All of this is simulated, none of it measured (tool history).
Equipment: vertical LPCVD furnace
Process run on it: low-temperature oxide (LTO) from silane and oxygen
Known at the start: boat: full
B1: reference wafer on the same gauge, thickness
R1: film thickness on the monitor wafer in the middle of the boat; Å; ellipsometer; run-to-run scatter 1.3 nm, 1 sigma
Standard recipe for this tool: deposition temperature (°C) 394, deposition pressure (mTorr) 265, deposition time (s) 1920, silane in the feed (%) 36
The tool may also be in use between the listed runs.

{"run": 1, "hour": 0.0, "deposition temperature (°C)": 394, "deposition pressure (mTorr)": 265, "deposition time (s)": 1920, "silane in the feed (%)": 40, "B1": 227.89, "R1": 3142.4}
{"run": 2, "hour": 70.2, "deposition temperature (°C)": 394, "deposition pressure (mTorr)": 265, "deposition time (s)": 1920, "silane in the feed (%)": 40, "B1": 227.91, "R1": 3185.2}
{"run": 3, "hour": 167.2, "deposition temperature (°C)": 394, "deposition pressure (mTorr)": 265, "deposition time (s)": 1920, "silane in the feed (%)": 40, "B1": 228.07, "R1": 3180.0}
{"run": 4, "hour": 234.9, "deposition temperature (°C)": 394, "deposition pressure (mTorr)": 265, "deposition time (s)": 1920, "silane in the feed (%)": 36, "B1": 228.07, "R1": 2745.7}
{"run": 5, "hour": 324.6, "deposition temperature (°C)": 394, "deposition pressure (mTorr)": 265, "deposition time (s)": 1920, "silane in the feed (%)": 36, "B1": 227.99, "R1": 2760.2}
{"run": 6, "hour": 415.0, "deposition temperature (°C)": 394, "deposition pressure (mTorr)": 265, "deposition time (s)": 1920, "silane in the feed (%)": 36, "B1": 227.85, "R1": 2727.9}
{"hour": 463.4, "done": "gauge calibrated"}
{"hour": 523.5, "done": "pressure gauge zeroed"}
{"run": 7, "hour": 637.0, "deposition temperature (°C)": 394, "deposition pressure (mTorr)": 265, "deposition time (s)": 1920, "silane in the feed (%)": 36, "B1": 227.98, "R1": 2764.4}
{"hour": 707.7, "done": "silane flow controller replaced"}
{"run": 8, "hour": 737.5, "deposition temperature (°C)": 387, "deposition pressure (mTorr)": 295, "deposition time (s)": 2370, "silane in the feed (%)": 36, "B1": 227.95, "R1": 3488.5}
{"hour": 791.5, "done": "thermocouples replaced and temperature profile calibrated"}
{"run": 9, "hour": 800.5, "deposition temperature (°C)": 394, "deposition pressure (mTorr)": 240, "deposition time (s)": 2460, "silane in the feed (%)": 34, "B1": 228.07, "R1": 2969.7}
{"run": 10, "hour": 897.1, "deposition temperature (°C)": 394, "deposition pressure (mTorr)": 290, "deposition time (s)": 2400, "silane in the feed (%)": 39, "B1": 227.79, "R1": 4169.2}
{"run": 11, "hour": 967.4, "deposition temperature (°C)": 394, "deposition pressure (mTorr)": 285, "deposition time (s)": 1920, "silane in the feed (%)": 36, "B1": 227.9, "R1": 2968.6}
{"run": 12, "hour": 1062.3, "deposition temperature (°C)": 394, "deposition pressure (mTorr)": 290, "deposition time (s)": 1920, "silane in the feed (%)": 33, "B1": 228.02, "R1": 2680.4}
{"run": 13, "hour": 1142.5, "deposition temperature (°C)": 394, "deposition pressure (mTorr)": 265, "deposition time (s)": 1920, "silane in the feed (%)": 40, "B1": 228.16, "R1": 3175.9}
{"run": 14, "hour": 1192.7, "deposition temperature (°C)": 394, "deposition pressure (mTorr)": 265, "deposition time (s)": 1920, "silane in the feed (%)": 36, "B1": 228.14, "R1": 2747.1}

Alternative continuations, all from the tool just after run 14; predict every row:
{"run": "A", "hour": 1197.3, "deposition temperature (°C)": 394, "deposition pressure (mTorr)": 265, "deposition time (s)": 1920, "silane in the feed (%)": 36, "B1": "?", "R1": "?"}
{"run": "B", "hour": 1197.3, "deposition temperature (°C)": 397, "deposition pressure (mTorr)": 265, "deposition time (s)": 1920, "silane in the feed (%)": 39, "B1": "?", "R1": "?"}
{"run": "C", "hour": 1197.3, "deposition temperature (°C)": 390, "deposition pressure (mTorr)": 265, "deposition time (s)": 1590, "silane in the feed (%)": 36, "B1": "?", "R1": "?"}
{"run": "D", "hour": 1197.3, "deposition temperature (°C)": 394, "deposition pressure (mTorr)": 240, "deposition time (s)": 1920, "silane in the feed (%)": 36, "B1": "?", "R1": "?"}
{"run": "E", "hour": 1197.3, "deposition temperature (°C)": 391, "deposition pressure (mTorr)": 330, "deposition time (s)": 1920, "silane in the feed (%)": 36, "B1": "?", "R1": "?"}

run=A B1=227.98 R1=2756.7
run=B B1=227.98 R1=3160.9
run=C B1=227.98 R1=2178.2
run=D B1=227.98 R1=2496.6
run=E B1=227.98 R1=3314.3
Take away the tool's hidden state, keep each run's random variation, and the runs would have read:
run=A R1=2756.7
run=B R1=3160.9
run=C R1=2178.2
run=D R1=2496.6
run=E R1=3314.3
